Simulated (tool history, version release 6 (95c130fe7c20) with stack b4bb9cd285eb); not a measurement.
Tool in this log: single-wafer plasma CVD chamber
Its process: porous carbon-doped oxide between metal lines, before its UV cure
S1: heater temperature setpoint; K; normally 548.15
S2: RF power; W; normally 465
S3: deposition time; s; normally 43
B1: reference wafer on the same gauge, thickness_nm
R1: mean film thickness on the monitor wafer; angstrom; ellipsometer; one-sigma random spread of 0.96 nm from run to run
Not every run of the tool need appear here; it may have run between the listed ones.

Run 1, hour 0: usual settings; B1 263.06. Result: R1 2616.66 angstrom.
Run 2, hour 10.5: usual settings but S3 37.1 s; B1 262.529. Result: R1 2261.77 angstrom.
Run 3, hour 21.1: usual settings but S3 37.1 s; B1 262.916. Result: R1 2259.61 angstrom.
Run 4, hour 38.6: usual settings but S3 37.1 s; B1 263.101. Result: R1 2263.81 angstrom.
Run 5, hour 81.1: usual settings but S1 557.15 K, S2 500 W; B1 262.861. Result: R1 2576.13 angstrom.
Run 6, hour 95: usual settings but S1 555.15 K; B1 262.756. Result: R1 2495.02 angstrom.
Run 7, hour 101.4: usual settings but S1 555.15 K; B1 262.836. Result: R1 2486.89 angstrom.
Run 8, hour 109.6: usual settings but S1 555.15 K; B1 263.375. Result: R1 2502.22 angstrom.
Run 9, hour 120.2: usual settings but S3 38 s; B1 262.643. Result: R1 2311.08 angstrom.
At hour 131.6: showerhead replaced.
Run 10, hour 132.1: usual settings but S3 38 s; B1 263.042. Result: R1 2300.29 angstrom.
Run 11, hour 142: usual settings but S3 38 s; B1 263.274. Result: R1 2313.82 angstrom.
At hour 156.1: thermocouple changed; heater temperature recalibrated.
Run 12, hour 156.6: usual settings but S2 440 W; B1 262.95. Result: R1 2529.17 angstrom.
Run 13, hour 168.2: usual settings; B1 262.963. Result: R1 2615.58 angstrom.
Run 14, hour 186.1: usual settings; B1 262.854. Result: R1 2620.55 angstrom.
Run 15, hour 196.7: usual settings; B1 263.029. Result: R1 2612.84 angstrom.
Run 16, hour 214.1: usual settings; B1 262.865. Result: R1 2603.65 angstrom.
Run 17, hour 231: usual settings; B1 262.975. Result: R1 2615.43 angstrom.
Run 18, hour 240.1: usual settings but S1 542.15 K, S3 34.9 s; B1 262.845. Result: R1 2213.65 angstrom.
Run 19, hour 246.8: usual settings; B1 263.174. Result: R1 2610.05 angstrom.
Run 20, hour 261.5: usual settings but S1 543.15 K, S3 35.2 s; B1 262.982. Result: R1 2213.51 angstrom.
At hour 267.7: gauge calibrated.
Run 21, hour 272.4: usual settings but S2 385 W, S3 48.5 s; B1 262.913. Result: R1 2667.17 angstrom.
Run 22, hour 283.3: usual settings but S2 525 W; B1 262.985. Result: R1 2754.46 angstrom.
At hour 291.8: RF generator calibrated.
Run 23, hour 292.3: usual settings but S2 490 W, S3 50.1 s; B1 262.74. Result: R1 3232.28 angstrom.
Run 24, hour 305.8: usual settings but S3 38 s; B1 263.044. Result: R1 2422 angstrom.
Run 25, hour 316.8: usual settings but S1 563.15 K, S3 38.3 s; B1 262.847. Result: R1 2209.48 angstrom.
Run 26, hour 334.7: usual settings but S1 557.15 K, S2 500 W; B1 262.898. Result: R1 2653.27 angstrom.
Run 27, hour 345.4: usual settings; B1 262.529. Result: R1 2694.67 angstrom.
Run 28, hour 359.8: usual settings but S1 539.15 K, S2 520 W, S3 49.4 s; B1 263.101. Result: R1 3434.64 angstrom.
Run 29, hour 366.2: usual settings; B1 263.017. Result: R1 2715.58 angstrom.
Run 30, hour 378: usual settings but S1 535.15 K; B1 263.394. Result: R1 2939.69 angstrom.
Run 31, hour 392.7: usual settings but S1 534.15 K, S2 425 W, S3 46.5 s; B1 263.09. Result: R1 3038.44 angstrom.
Run 32, hour 402.1: usual settings but S1 555.15 K, S2 555 W, S3 38.3 s; B1 262.75. Result: R1 2525.11 angstrom.
Run 33, hour 414.5: usual settings but S1 536.15 K; B1 263.237. Result: R1 2894.61 angstrom.
Run 34, hour 431: usual settings; B1 262.888. Result: R1 2685.51 angstrom.

Forecast each of these 4 alternatives for the next run:
Run A, hour 431.4: usual settings but S1 552.15 K; B1 ?. Result: R1 ?.
Run B, hour 431.4: usual settings but S1 540.15 K, S2 420 W, S3 37.9 s; B1 ?. Result: R1 ?.
Run C, hour 431.4: usual settings but S1 558.15 K, S2 490 W, S3 47.8 s; B1 ?. Result: R1 ?.
Run D, hour 431.4: usual settings but S1 544.15 K, S2 540 W, S3 37.1 s; B1 ?. Result: R1 ?.

run      B1       R1
  A  263.01  2631.25
  B  263.01  2379.95
  C  263.01  2883.33
  D  263.01  2577.62
Stripped of hidden state, with their random variation kept, the same runs would have yielded:
run       R1
  A  2676.74
  B  2426.71
  C  2932.52
  D   2620.9

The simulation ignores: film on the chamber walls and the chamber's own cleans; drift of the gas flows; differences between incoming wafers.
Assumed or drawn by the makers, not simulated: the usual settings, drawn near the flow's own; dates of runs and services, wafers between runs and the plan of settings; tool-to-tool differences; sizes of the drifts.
